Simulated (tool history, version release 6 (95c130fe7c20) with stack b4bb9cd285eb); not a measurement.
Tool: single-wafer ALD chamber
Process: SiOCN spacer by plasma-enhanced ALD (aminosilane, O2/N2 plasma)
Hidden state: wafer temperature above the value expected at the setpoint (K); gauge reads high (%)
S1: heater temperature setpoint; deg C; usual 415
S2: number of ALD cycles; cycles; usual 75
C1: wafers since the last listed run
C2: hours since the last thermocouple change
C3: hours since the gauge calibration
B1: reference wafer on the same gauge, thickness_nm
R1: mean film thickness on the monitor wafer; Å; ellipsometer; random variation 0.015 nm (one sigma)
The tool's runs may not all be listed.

run     day   S1  S2    C1      C2      C3     B1     R1
  1       0  415  75     0   747.9   930.1  4.379  47.06
  2   3.404  415  75   299   829.6  1011.8  4.383  47.05
  3   6.017  415  75   229   892.3  1074.5  4.372  46.99
  4  18.617  415  75  1108  1194.7  1376.9  4.386  47.24
  5  20.258  415  75   144  1234.1  1416.3  4.387  47.24
  6  23.246  415  75   262  1305.8    1488  4.382  46.96
     23.842  -- gauge calibrated
  7   25.75  406  79   220  1365.9    45.8  4.378  51.34
  8  29.612  406  79   339  1458.6   138.5  4.384  51.23
  9  32.112  406  79   219  1518.6   198.5   4.38  50.97
 10  34.796  415  75   236    1583   262.9  4.379  47.18
 11  38.379  415  66   315    1669   348.9  4.381   41.7
 12  42.142  415  75   331  1759.3   439.2  4.381  46.92
 13  45.746  406  79   317  1845.8   525.7  4.378  51.27
 14  48.354  404  62   229  1908.4   588.3  4.379  40.36
      49.95  -- thermocouple changed; heater temperature recalibrated
 15  50.254  415  60   137     7.3   633.9  4.384  36.14
 16  54.175  426  75   344   101.4     728  4.383  43.51
 17  59.767  415  75   492   235.6   862.2  4.379  45.61
     60.338  -- thermocouple changed; heater temperature recalibrated, repeated, since the last time left the tool worse
 18  62.367  407  67   199    48.7   924.6  4.386  42.56
 19  64.458  430  82   184    98.9   974.8  4.379  48.12
 20  68.912  428  66   391   205.8  1081.7  4.384  39.32
 21  71.412  404  62   219   265.8  1141.7  4.378  40.14
 22  75.888  401  83   393   373.2  1249.1  4.377  54.16

Forecast each of these 5 alternatives for the next run:
  A  75.908  415  81   1  373.7  1249.6   ?   ?
  B  75.908  426  69   1  373.7  1249.6   ?   ?
  C  75.908  407  75   1  373.7  1249.6   ?   ?
  D  75.908  415  86   1  373.7  1249.6   ?   ?
  E  75.908  400  75   1  373.7  1249.6   ?   ?

run     B1     R1
  A  4.375  50.82
  B  4.375  41.71
  C  4.375   48.3
  D  4.375  53.96
  E  4.375  49.06
Without the tool's hidden state the same runs would have given:
run     R1
  A   50.6
  B  41.53
  C   48.1
  D  53.72
  E  49.06

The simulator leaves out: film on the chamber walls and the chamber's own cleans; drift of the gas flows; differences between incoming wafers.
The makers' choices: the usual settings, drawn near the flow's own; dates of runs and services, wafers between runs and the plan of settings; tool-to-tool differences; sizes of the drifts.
